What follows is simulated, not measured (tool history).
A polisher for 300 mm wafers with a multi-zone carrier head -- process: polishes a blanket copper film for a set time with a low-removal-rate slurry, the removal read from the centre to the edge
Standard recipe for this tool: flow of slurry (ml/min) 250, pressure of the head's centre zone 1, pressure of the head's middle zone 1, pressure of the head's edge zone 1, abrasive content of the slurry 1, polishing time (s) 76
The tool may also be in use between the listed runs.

run,hour,flow of slurry (ml/min),pressure of the head's centre zone,pressure of the head's middle zone,pressure of the head's edge zone,abrasive content of the slurry,polishing time (s),"incoming thickness of the incoming film, nm",film removed at the wafer's centre (Å),film removed at mid-radius (Å),film removed at the wafer's edge (Å)
1,0,250,1,1,1,0.75,76,1553.9,2632,2698,2695
2,16.3,250,1,1,1,0.75,76,1568.4,2606,2613,2666
3,42.7,250,1,1,1,0.75,76,1582.7,2570,2589,2639
4,62.4,290,1,1,1,1,76,1575.6,2689,2705,2727
# hour 74.8: worn pad replaced by a new one
5,95.1,290,1,1,1,1,76,1567.4,2917,2937,2979
6,111.9,250,1,1,1,1,76,1555.1,2866,2894,2952
7,125.6,250,1,1,1,1,76,1579.3,2850,2913,2949
8,142.1,250,1,1,1,1,76,1577.8,2882,2887,2916
9,159,250,1,1,1,1,76,1583.6,2831,2806,2905
# hour 168.1: centre zone pressure recalibrated
10,184.3,250,1,1,1,1,76,1555.4,2800,2823,2873

Run 11 is up next; what results do you expect?
# hour 222.1: slurry nozzle cleaned
# hour 263.1: worn pad replaced by a new one
11,290.9,250,1,1,0.9,0.7,76,1556,?,?,?

{"run 11": {"film removed at the wafer's centre (Å)": 2676, "film removed at mid-radius (Å)": 2745, "film removed at the wafer's edge (Å)": 2657}}
Without the tool's hidden state the same run would have given film removed at the wafer's centre (Å) 2697, film removed at mid-radius (Å) 2767, film removed at the wafer's edge (Å) 2678.
